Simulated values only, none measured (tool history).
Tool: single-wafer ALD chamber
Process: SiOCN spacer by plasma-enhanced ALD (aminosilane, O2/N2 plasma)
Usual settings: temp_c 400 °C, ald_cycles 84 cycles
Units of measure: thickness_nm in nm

run   hour  temp_c  ald_cycles  wafers since the last listed run  hours since the last thermocouple change  hours since the gauge calibration  read-back reference wafer on the same gauge, thickness_nm  thickness_nm
  1      0     400          84                                 0                                    1390.4                              161.6                                                      4.793         4.931
  2   17.5     400          84                                58                                    1407.9                              179.1                                                      4.793         4.899
  3   51.7     400          84                               113                                    1442.1                              213.3                                                      4.788         4.911
  4   64.6     400          84                                42                                      1455                              226.2                                                      4.787         4.921
  5     95     400          84                               100                                    1485.4                              256.6                                                       4.79         4.913
  6  130.4     400          84                               117                                    1520.8                                292                                                      4.794         4.916
  7  147.7     400          84                                57                                    1538.1                              309.3                                                      4.792         4.925
  8  182.8     400          95                               116                                    1573.2                              344.4                                                       4.79         5.545
  9    213     400          95                               100                                    1603.4                              374.6                                                      4.787         5.553
 10  242.9     404          84                                99                                    1633.3                              404.5                                                      4.793         4.867
 11  269.3     404          84                                87                                    1659.7                              430.9                                                      4.783         4.867
 12  304.7     400          84                               117                                    1695.1                              466.3                                                       4.79         4.885
 13    322     407          88                                57                                    1712.4                              483.6                                                       4.79         5.037
 14  354.4     407          88                               107                                    1744.8                                516                                                      4.789         5.033
 15  385.6     407          88                               103                                      1776                              547.2                                                      4.789         5.042
 16    399     400          84                                44                                    1789.4                              560.6                                                      4.799         4.883
 17  432.6     400          84                               111                                      1823                              594.2                                                      4.792         4.895
 18  451.3     400          84                                62                                    1841.7                              612.9                                                      4.789         4.883
 19  465.4     400          84                                46                                    1855.8                                627                                                      4.799         4.908
     488.6  -- gauge calibrated
 20  523.5     394          70                               192                                    1913.9                               34.9                                                      4.789         4.124
     537.3  -- thermocouple changed; heater temperature recalibrated
 21  553.1     392          79                                71                                      15.8                               64.5                                                      4.789         4.673
 22  579.6     400          84                                87                                      42.3                                 91                                                      4.791         4.856
 23  614.5     400          84                               115                                      77.2                              125.9                                                      4.786         4.864
 24    642     410          99                                91                                     104.7                              153.4                                                      4.791         5.569
 25  670.9     407          84                                95                                     133.6                              182.3                                                       4.79         4.765
 26  703.9     400          84                               109                                     166.6                              215.3                                                      4.789         4.846
     735.2  -- thermocouple changed; heater temperature recalibrated, repeated, since the last time left the tool worse
 27  739.3     387          68                                90                                       4.1                              250.7                                                      4.791         4.019
 28  768.5     400          97                                96                                      33.3                              279.9                                                      4.792         5.718
 29  791.5     391          93                                76                                      56.3                              302.9                                                       4.79         5.507
 30  817.8     400          84                                87                                      82.6                              329.2                                                      4.791         4.962
 31  842.3     395          78                                81                                     107.1                              353.7                                                      4.786         4.595
 32  864.4     388          69                                73                                     129.2                              375.8                                                      4.792         4.068
 33  890.8     400          70                                87                                     155.6                              402.2                                                      4.788          4.12
 34  915.3     394          84                                81                                     180.1                              426.7                                                      4.794          4.98

Each row is a separate what-if for the run after 34, all from the same tool condition, not one after another. Results?
  A  915.9     400          84                                 1                                     180.7                              427.3                                                          ?             ?
  B  915.9     400          71                                 1                                     180.7                              427.3                                                          ?             ?
  C  915.9     394          95                                 1                                     180.7                              427.3                                                          ?             ?

run  read-back reference wafer on the same gauge, thickness_nm  thickness_nm
  A                                                      4.786         4.947
  B                                                      4.786         4.182
  C                                                      4.786         5.599
Stripped of hidden state, with their random variation kept, the same runs would have yielded:
run  thickness_nm
  A         4.951
  B         4.185
  C         5.599
